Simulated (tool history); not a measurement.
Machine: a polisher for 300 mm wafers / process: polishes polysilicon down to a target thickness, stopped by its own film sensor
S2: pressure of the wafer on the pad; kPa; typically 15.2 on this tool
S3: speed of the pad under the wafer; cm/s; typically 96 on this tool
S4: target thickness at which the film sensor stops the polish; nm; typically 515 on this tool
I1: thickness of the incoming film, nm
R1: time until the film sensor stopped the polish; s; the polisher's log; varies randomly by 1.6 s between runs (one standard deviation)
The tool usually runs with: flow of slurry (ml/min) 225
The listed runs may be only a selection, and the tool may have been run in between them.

Run 1, hour 0: usual settings; I1 1060. Result: R1 102.2 s.
At hour 26.1: worn pad replaced by a new one.
Run 2, hour 30.9: usual settings; I1 1084.7. Result: R1 93 s.
At hour 70.8: slurry nozzle cleaned.
Run 3, hour 81.8: usual settings; I1 1073. Result: R1 90.2 s.
Run 4, hour 124.1: usual settings; I1 1075.7. Result: R1 95.5 s.
Run 5, hour 160.9: usual settings; I1 1085.9. Result: R1 100.6 s.
Run 6, hour 231.3: usual settings; I1 1057.1. Result: R1 94.9 s.
Run 7, hour 255.7: usual settings; I1 1075.2. Result: R1 97.1 s.
At hour 267: worn pad replaced by a new one.
Run 8, hour 290.2: usual settings; I1 1077.2. Result: R1 88.9 s.
Run 9, hour 323.9: usual settings; I1 1066.1. Result: R1 90.3 s.
Run 10, hour 352.3: usual settings; I1 1073.5. Result: R1 93.2 s.
At hour 460.7: head pressure recalibrated.
Run 11, hour 497.2: usual settings; I1 1061. Result: R1 107.1 s.
Run 12, hour 551.2: usual settings; I1 1076.5. Result: R1 107.4 s.
At hour 583.9: worn pad replaced by a new one.
At hour 630: slurry nozzle cleaned.
Run 13, hour 660.5: usual settings; I1 1066.5. Result: R1 101.3 s.
Run 14, hour 723: usual settings; I1 1071. Result: R1 105.8 s.
Run 15, hour 782.1: usual settings but flow of slurry (ml/min) 195, S3 118 cm/s; I1 1075.8. Result: R1 85.7 s.
At hour 840.8: worn pad replaced by a new one.
Run 16, hour 841.3: usual settings but flow of slurry (ml/min) 200, S3 106 cm/s; I1 1072.5. Result: R1 87.5 s.
Run 17, hour 866.1: usual settings but flow of slurry (ml/min) 190, S2 13.1 kPa, S4 360 nm; I1 1076.3. Result: R1 144.3 s.
Run 18, hour 928.1: usual settings; I1 1052. Result: R1 94.1 s.
Run 19, hour 967.5: usual settings but S3 86 cm/s, S4 701 nm; I1 1058.3. Result: R1 71.5 s.
Run 20, hour 1046.8: usual settings but flow of slurry (ml/min) 300; I1 1071.6. Result: R1 98.8 s.
At hour 1062.2: slurry nozzle cleaned.
Run 21, hour 1099: usual settings but flow of slurry (ml/min) 250, S2 11.7 kPa, S3 64 cm/s, S4 580 nm; I1 1059.6. Result: R1 171.6 s.
At hour 1113: worn pad replaced by a new one.
Run 22, hour 1161.8: usual settings but flow of slurry (ml/min) 265, S4 619 nm; I1 1066.6. Result: R1 73.9 s.
Run 23, hour 1191.5: usual settings but S3 74 cm/s, S4 656 nm; I1 1061.2. Result: R1 92.5 s.
Run 24, hour 1223.1: usual settings; I1 1055.8. Result: R1 95.9 s.
Run 25, hour 1278.7: usual settings but S2 20 kPa; I1 1048.5. Result: R1 73.5 s.
Run 26, hour 1342.6: usual settings but S2 19.3 kPa; I1 1094.7. Result: R1 82.9 s.
At hour 1396.1: worn pad replaced by a new one.
Run 27, hour 1400.6: usual settings; I1 1069.4. Result: R1 94 s.

A few steps of R1 between consecutive runs. Split each: what settings, incoming material and random variation would produce without the hidden state, and what is left over for the hidden state, along with gauge scatter present in only one of the two compared results (measured, and without hidden state):
Hidden state present: removal rate lost through wear of the pad, %; slurry flow missing at the pad, %; deviation of the head's pressure from its setpoint, %.
Run 1 -> 2: worn pad replaced by a new one. R1 -9.2 s: hidden state -14.4, all else +5.2.
Run 10 -> 11: head pressure recalibrated. R1 +13.9 s: hidden state +16.3, all else -2.4.
Run 20 -> 21: flow of slurry (ml/min) 300 -> 250, S2 15.2 -> 11.7, S3 96 -> 64, S4 515 -> 580, slurry nozzle cleaned. R1 +72.8 s: hidden state +7.7, all else +65.1.
Run 21 -> 22: flow of slurry (ml/min) 250 -> 265, S2 11.7 -> 15.2, S3 64 -> 96, S4 580 -> 619, worn pad replaced by a new one. R1 -97.7 s: hidden state -14.2, all else -83.5.
